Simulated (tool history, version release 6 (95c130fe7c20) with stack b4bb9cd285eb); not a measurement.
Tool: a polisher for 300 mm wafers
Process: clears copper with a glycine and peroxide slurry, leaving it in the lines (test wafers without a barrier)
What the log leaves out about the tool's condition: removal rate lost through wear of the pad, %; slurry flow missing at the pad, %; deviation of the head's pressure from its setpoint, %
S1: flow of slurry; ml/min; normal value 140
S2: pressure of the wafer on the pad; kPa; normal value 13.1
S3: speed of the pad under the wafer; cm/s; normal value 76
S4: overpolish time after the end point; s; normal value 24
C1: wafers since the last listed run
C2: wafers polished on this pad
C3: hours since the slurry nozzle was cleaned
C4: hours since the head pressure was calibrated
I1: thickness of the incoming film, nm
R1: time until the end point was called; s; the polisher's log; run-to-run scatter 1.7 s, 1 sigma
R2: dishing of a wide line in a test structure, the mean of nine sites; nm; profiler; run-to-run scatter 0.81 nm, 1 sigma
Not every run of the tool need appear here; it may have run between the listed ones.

run     day   S1    S2  S3  S4   C1    C2     C3      C4     I1     R1    R2
  1       0  140  16.5  76  24    0   349  196.3  1003.2  477.8  149.8  40.5
  2   0.438  140  13.1  76  16   89   439  206.8  1013.7  469.3  173.4  27.4
  3   0.904  140  13.1  76  16   95   534    218  1024.9  472.5  173.8  26.9
  4   1.383  140  13.1  76  24   98   633  229.5  1036.4  478.8  171.5  35.6
  5   2.096  140  13.1  76  24  146   779  246.6  1053.5  470.9  172.2  35.9
  6     2.7  140  13.1  76  24  124   904  261.1    1068  476.7  173.5  37.3
  7   2.979  140  13.1  76  24   57   961  267.8  1074.7    477  174.9  36.8
  8   3.638  140  13.1  76  24  135  1096  283.6  1090.5    475  172.2  36.2
  9   4.229  140  13.1  76  24  121  1218  297.8  1104.7  465.8  168.3  35.6
      4.733  -- worn pad replaced by a new one
 10   4.808  105  13.1  76  24   84    15  311.7  1118.6  467.2  184.7  35.1
 11   5.867  105  13.1  76  24  217   233  337.1    1144  476.9    189    36
 12    6.95  105  13.1  76  24  222   455  363.1    1170  473.2  183.4  33.5
 13   7.496  140  13.1  76  24  112   568  376.2  1183.1  475.4  171.7    36
 14   7.758  140  13.1  68  24   53   622  382.5  1189.4  476.2  186.3  35.8
      7.862  -- head pressure recalibrated
 15   8.483  140  13.1  68  24  131   754  399.9    14.9  477.5  196.1  33.1
 16   8.838  140  13.1  68  24   72   826  408.4    23.4  476.5  197.3  33.5
 17   9.583  140  13.1  76  24  153   980  426.3    41.3  475.9  180.3  35.1
 18   9.967  140   8.3  92  24   78  1058  435.5    50.5  466.4  198.1  32.1
 19  10.342  140  10.3  76  24   77  1136  444.5    59.5  474.8    205    32

What does the tool deliver on the next run?
     10.754  -- worn pad replaced by a new one
 20  10.796  140  13.1  76  24  59   8  455.4  70.4  474.5   ?   ?

For run 20 the tool returned R1 177.6 s, R2 35.4 nm.
Without the tool's hidden state the same run would have given R1 179.9 s, R2 35.1 nm.
